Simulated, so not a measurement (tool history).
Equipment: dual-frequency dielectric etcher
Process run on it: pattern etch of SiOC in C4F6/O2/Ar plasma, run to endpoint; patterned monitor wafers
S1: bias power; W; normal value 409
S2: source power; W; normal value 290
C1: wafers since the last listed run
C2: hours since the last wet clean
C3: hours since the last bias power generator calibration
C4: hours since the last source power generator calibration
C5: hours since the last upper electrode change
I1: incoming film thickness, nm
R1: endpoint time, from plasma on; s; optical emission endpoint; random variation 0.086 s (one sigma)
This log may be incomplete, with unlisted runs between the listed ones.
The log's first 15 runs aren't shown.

| run | day | S1 | S2 | C1 | C2 | C3 | C4 | C5 | I1 | R1 |
|---|---|---|---|---|---|---|---|---|---|---|
|  | 50.804 | wet clean of the chamber, repeated, since the last time left the tool worse |
| 16 | 50.825 | 409 | 290 | 816 | 0.5 | 1434.3 | 306.8 | 3707 | 41.35 | 17.3 |
| 17 | 53.004 | 409 | 290 | 586 | 52.8 | 1486.6 | 359.1 | 3759.3 | 40.9 | 17.4 |
| 18 | 56.983 | 377 | 290 | 1070 | 148.3 | 1582.1 | 454.6 | 3854.8 | 40.84 | 18 |
| 19 | 58.796 | 507 | 260 | 487 | 191.8 | 1625.6 | 498.1 | 3898.3 | 41.37 | 16.3 |
| 20 | 62.512 | 348 | 320 | 999 | 281 | 1714.8 | 587.3 | 3987.5 | 41.13 | 18.6 |
| 21 | 64.2 | 409 | 320 | 453 | 321.5 | 1755.3 | 627.8 | 4028 | 41.2 | 17.1 |
|  | 64.525 | bias power generator calibrated |
|  | 66.962 | upper electrode replaced |
| 22 | 67.921 | 409 | 290 | 686 | 410.8 | 81.5 | 717.1 | 23 | 41.34 | 17.8 |
| 23 | 69.946 | 355 | 320 | 544 | 459.4 | 130.1 | 765.7 | 71.6 | 41.79 | 18.8 |
| 24 | 71.954 | 483 | 310 | 540 | 507.6 | 178.3 | 813.9 | 119.8 | 41.27 | 16.2 |
|  | 74.217 | wet clean of the chamber |
| 25 | 74.238 | 332 | 320 | 345 | 0.5 | 233.1 | 868.7 | 174.6 | 41.09 | 18.9 |
| 26 | 77.171 | 445 | 310 | 788 | 70.9 | 303.5 | 939.1 | 245 | 41.38 | 16.6 |
| 27 | 81.212 | 348 | 320 | 1087 | 167.9 | 400.5 | 1036.1 | 342 | 41.57 | 18.7 |
| 28 | 84.433 | 326 | 330 | 866 | 245.2 | 477.8 | 1113.4 | 419.3 | 41.08 | 19 |
| 29 | 93.688 | 409 | 340 | 2488 | 467.3 | 699.9 | 1335.5 | 641.4 | 41.39 | 17.2 |
| 30 | 96.692 | 507 | 320 | 807 | 539.4 | 772 | 1407.6 | 713.5 | 41.43 | 15.9 |
|  | 97.738 | wet clean of the chamber |
| 31 | 98.258 | 468 | 360 | 152 | 12.5 | 809.6 | 1445.2 | 751.1 | 41.5 | 15.6 |
| 32 | 110.85 | 409 | 290 | 3386 | 314.7 | 1111.8 | 1747.4 | 1053.3 | 41.11 | 17.9 |
| 33 | 112.854 | 471 | 230 | 539 | 362.8 | 1159.9 | 1795.5 | 1101.4 | 41.65 | 17.9 |
| 34 | 116.146 | 455 | 220 | 885 | 441.8 | 1238.9 | 1874.5 | 1180.4 | 41.38 | 18.4 |
| 35 | 118.483 | 481 | 290 | 628 | 497.9 | 1295 | 1930.6 | 1236.5 | 41.58 | 16.7 |

4 options for the next run, each taken on its own from the tool as it stands now. Forecast them:
| A | 118.5 | 345 | 290 | 4 | 498.3 | 1295.4 | 1931 | 1236.9 | 41.44 | ? |
| B | 118.5 | 378 | 240 | 4 | 498.3 | 1295.4 | 1931 | 1236.9 | 41.44 | ? |
| C | 118.5 | 491 | 310 | 4 | 498.3 | 1295.4 | 1931 | 1236.9 | 41.44 | ? |
| D | 118.5 | 506 | 360 | 4 | 498.3 | 1295.4 | 1931 | 1236.9 | 41.44 | ? |

| run | R1 |
|---|---|
| A | 19.6 |
| B | 19.7 |
| C | 16.2 |
| D | 15.3 |
With the hidden condition removed and each run's random variation left untouched, the same runs would have given:
| run | R1 |
|---|---|
| A | 19.1 |
| B | 19.2 |
| C | 15.8 |
| D | 14.9 |
